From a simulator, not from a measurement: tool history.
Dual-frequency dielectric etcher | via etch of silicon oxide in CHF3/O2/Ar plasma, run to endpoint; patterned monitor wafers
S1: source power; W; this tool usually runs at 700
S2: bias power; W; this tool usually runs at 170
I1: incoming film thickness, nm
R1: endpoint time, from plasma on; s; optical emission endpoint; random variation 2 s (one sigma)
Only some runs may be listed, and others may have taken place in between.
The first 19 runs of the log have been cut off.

run	hour	S1	S2	I1	R1
20	279.2	570	202	710.5	317.8
# hour 305.6: wet clean of the chamber
# hour 327.5: upper electrode replaced
21	328.0	700	170	706.8	311.4
22	328.4	700	200	700.7	297.0
23	328.8	700	170	705.2	310.2
24	352.9	700	170	709.3	314.5
# hour 360.3: source power generator calibrated
25	364.1	880	140	706.6	304.9
26	381.0	770	157	702.4	308.2
27	387.7	770	170	706.9	306.9
28	395.0	590	158	711.3	342.2
29	401.1	700	170	708.4	313.2
30	410.3	790	191	710.4	294.7
31	422.6	640	141	698.6	332.2
32	434.3	700	170	714.5	319.4
33	441.1	700	170	713.8	312.3
34	458.0	860	208	704.7	274.5
35	471.5	700	148	711.9	328.5

Alternative continuations, all from the tool just after run 35; predict every row:
A	472.0	700	170	712.7	?
B	472.0	840	187	712.7	?
C	472.0	640	128	712.7	?
D	472.0	880	144	712.7	?

run	R1
A	313.6
B	288.7
C	345.7
D	303.5
Without the tool's unlogged condition, the same runs would have read:
run	R1
A	313.6
B	288.7
C	345.7
D	303.5
